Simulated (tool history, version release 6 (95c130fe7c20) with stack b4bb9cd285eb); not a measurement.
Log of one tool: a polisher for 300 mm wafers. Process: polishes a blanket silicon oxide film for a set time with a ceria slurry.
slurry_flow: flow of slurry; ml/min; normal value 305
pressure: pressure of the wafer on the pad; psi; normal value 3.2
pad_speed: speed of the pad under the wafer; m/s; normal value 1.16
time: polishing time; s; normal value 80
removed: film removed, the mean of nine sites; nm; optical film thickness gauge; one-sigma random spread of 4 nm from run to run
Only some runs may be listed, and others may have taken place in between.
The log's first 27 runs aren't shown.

run,hour,slurry_flow,pressure,pad_speed,time,wafers since the last listed run,wafers polished on this pad,hours since the slurry nozzle was cleaned,hours since the head pressure was calibrated,"incoming thickness of the incoming film, nm",removed
# hour 780.4: worn pad replaced by a new one
28,780.9,305,3.2,1.40,80,149,7,380.9,368.8,1540.6,555.9
29,792.0,375,3.5,1.44,64,145,152,392.0,379.9,1557.5,498.5
30,822.8,305,2.5,1.00,68,402,554,422.8,410.7,1555.1,271.7
31,840.2,305,3.2,1.16,80,227,782,440.2,428.1,1557.6,445.7
32,855.5,305,4.0,0.82,80,200,982,455.5,443.4,1528.2,386.9
33,879.5,305,3.5,1.16,80,313,1296,479.5,467.4,1556.7,485.1
34,906.2,355,3.2,1.40,57,349,1645,506.2,494.1,1540.5,393.3
35,941.6,305,2.6,1.44,80,462,2108,541.6,529.5,1545.7,474.9
36,959.1,305,3.2,1.28,66,228,2336,559.1,547.0,1555.2,411.1

Consider 5 possible next runs. They are alternatives, not a sequence: every one starts from the tool as it was left by run 36. What does each give?
A,959.5,305,3.2,0.98,80,5,2342,559.5,547.4,1539.9,?
B,959.5,305,3.2,1.16,68,5,2342,559.5,547.4,1539.9,?
C,959.5,225,3.2,1.16,67,5,2342,559.5,547.4,1539.9,?
D,959.5,270,2.8,1.40,99,5,2342,559.5,547.4,1539.9,?
E,959.5,240,3.2,0.94,93,5,2342,559.5,547.4,1539.9,?

run,removed
A,384.0
B,386.3
C,368.4
D,603.2
E,417.6
Without the tool's hidden state the same runs would have given:
run,removed
A,423.2
B,425.8
C,406.0
D,664.9
E,460.3
